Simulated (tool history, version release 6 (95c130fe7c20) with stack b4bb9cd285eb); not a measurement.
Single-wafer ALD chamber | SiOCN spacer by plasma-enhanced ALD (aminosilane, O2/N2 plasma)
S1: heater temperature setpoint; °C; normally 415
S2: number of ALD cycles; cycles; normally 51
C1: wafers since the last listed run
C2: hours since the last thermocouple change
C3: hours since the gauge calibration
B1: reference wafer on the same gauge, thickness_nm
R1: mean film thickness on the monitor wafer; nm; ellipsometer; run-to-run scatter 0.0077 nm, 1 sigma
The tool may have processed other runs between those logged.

| run | hour | S1 | S2 | C1 | C2 | C3 | B1 | R1 |
|---|---|---|---|---|---|---|---|---|
| 1 | 0.0 | 415 | 51 | 0 | 1277.5 | 332.2 | 2.981 | 3.041 |
| 2 | 21.4 | 415 | 51 | 125 | 1298.9 | 353.6 | 2.981 | 3.061 |
| 3 | 37.3 | 415 | 51 | 93 | 1314.8 | 369.5 | 2.981 | 3.050 |
| 4 | 50.1 | 415 | 51 | 74 | 1327.6 | 382.3 | 2.980 | 3.051 |
| 5 | 63.9 | 415 | 51 | 80 | 1341.4 | 396.1 | 2.979 | 3.040 |
| 6 | 78.9 | 415 | 51 | 87 | 1356.4 | 411.1 | 2.979 | 3.060 |
| 7 | 99.4 | 426 | 51 | 120 | 1376.9 | 431.6 | 2.982 | 2.967 |
| 8 | 116.2 | 426 | 51 | 98 | 1393.7 | 448.4 | 2.980 | 2.967 |
| 9 | 129.7 | 426 | 51 | 79 | 1407.2 | 461.9 | 2.981 | 2.967 |
| 10 | 158.7 | 415 | 47 | 169 | 1436.2 | 490.9 | 2.979 | 2.823 |
| 11 | 189.2 | 415 | 46 | 178 | 1466.7 | 521.4 | 2.979 | 2.746 |
| 12 | 291.1 | 415 | 46 | 596 | 1568.6 | 623.3 | 2.982 | 2.754 |
| 13 | 326.1 | 415 | 46 | 204 | 1603.6 | 658.3 | 2.980 | 2.761 |
| 14 | 402.6 | 410 | 51 | 448 | 1680.1 | 734.8 | 2.980 | 3.097 |
| 15 | 416.2 | 410 | 51 | 79 | 1693.7 | 748.4 | 2.981 | 3.093 |
|  | 437.6 | thermocouple changed; heater temperature recalibrated |
| 16 | 442.5 | 410 | 51 | 107 | 4.9 | 774.7 | 2.980 | 3.137 |
| 17 | 457.9 | 408 | 54 | 90 | 20.3 | 790.1 | 2.980 | 3.343 |
| 18 | 489.0 | 408 | 54 | 182 | 51.4 | 821.2 | 2.980 | 3.338 |
| 19 | 523.0 | 408 | 54 | 199 | 85.4 | 855.2 | 2.981 | 3.346 |
| 20 | 547.8 | 415 | 51 | 145 | 110.2 | 880.0 | 2.980 | 3.104 |
|  | 582.2 | gauge calibrated |
| 21 | 635.3 | 415 | 51 | 512 | 197.7 | 53.1 | 2.980 | 3.077 |
| 22 | 648.1 | 415 | 51 | 74 | 210.5 | 65.9 | 2.978 | 3.090 |
| 23 | 669.8 | 405 | 44 | 127 | 232.2 | 87.6 | 2.980 | 2.742 |
| 24 | 704.9 | 411 | 44 | 205 | 267.3 | 122.7 | 2.979 | 2.686 |
| 25 | 735.8 | 400 | 55 | 180 | 298.2 | 153.6 | 2.981 | 3.450 |
| 26 | 751.3 | 427 | 46 | 90 | 313.7 | 169.1 | 2.979 | 2.676 |
| 27 | 778.6 | 408 | 46 | 159 | 341.0 | 196.4 | 2.980 | 2.825 |
| 28 | 806.0 | 402 | 48 | 160 | 368.4 | 223.8 | 2.981 | 2.988 |
| 29 | 826.1 | 405 | 51 | 117 | 388.5 | 243.9 | 2.982 | 3.147 |
| 30 | 860.6 | 415 | 51 | 202 | 423.0 | 278.4 | 2.980 | 3.070 |
| 31 | 894.1 | 427 | 60 | 196 | 456.5 | 311.9 | 2.981 | 3.510 |
| 32 | 910.3 | 415 | 51 | 94 | 472.7 | 328.1 | 2.979 | 3.072 |
| 33 | 934.4 | 415 | 51 | 141 | 496.8 | 352.2 | 2.982 | 3.061 |
| 34 | 957.9 | 415 | 51 | 137 | 520.3 | 375.7 | 2.980 | 3.071 |
| 35 | 983.6 | 415 | 59 | 150 | 546.0 | 401.4 | 2.980 | 3.551 |
| 36 | 1014.5 | 415 | 60 | 180 | 576.9 | 432.3 | 2.978 | 3.623 |
| 37 | 1031.5 | 415 | 51 | 99 | 593.9 | 449.3 | 2.981 | 3.060 |
| 38 | 1055.1 | 415 | 51 | 138 | 617.5 | 472.9 | 2.980 | 3.065 |
| 39 | 1076.6 | 420 | 47 | 125 | 639.0 | 494.4 | 2.981 | 2.789 |
| 40 | 1097.5 | 407 | 43 | 122 | 659.9 | 515.3 | 2.981 | 2.633 |
| 41 | 1131.3 | 400 | 48 | 197 | 693.7 | 549.1 | 2.981 | 3.009 |
| 42 | 1147.6 | 415 | 51 | 95 | 710.0 | 565.4 | 2.979 | 3.060 |
| 43 | 1172.1 | 421 | 61 | 143 | 734.5 | 589.9 | 2.981 | 3.595 |
| 44 | 1193.8 | 405 | 60 | 127 | 756.2 | 611.6 | 2.980 | 3.707 |
| 45 | 1223.3 | 427 | 55 | 172 | 785.7 | 641.1 | 2.981 | 3.179 |

Below are 3 alternative next runs, each starting from the tool's condition after run 45. Predict each:
| A | 1223.8 | 415 | 41 | 2 | 786.2 | 641.6 | ? | ? |
| B | 1223.8 | 406 | 57 | 2 | 786.2 | 641.6 | ? | ? |
| C | 1223.8 | 404 | 61 | 2 | 786.2 | 641.6 | ? | ? |

| run | B1 | R1 |
|---|---|---|
| A | 2.978 | 2.457 |
| B | 2.978 | 3.502 |
| C | 2.978 | 3.768 |
Without the tool's unlogged condition, the same runs would have read:
| run | R1 |
|---|---|
| A | 2.489 |
| B | 3.547 |
| C | 3.816 |

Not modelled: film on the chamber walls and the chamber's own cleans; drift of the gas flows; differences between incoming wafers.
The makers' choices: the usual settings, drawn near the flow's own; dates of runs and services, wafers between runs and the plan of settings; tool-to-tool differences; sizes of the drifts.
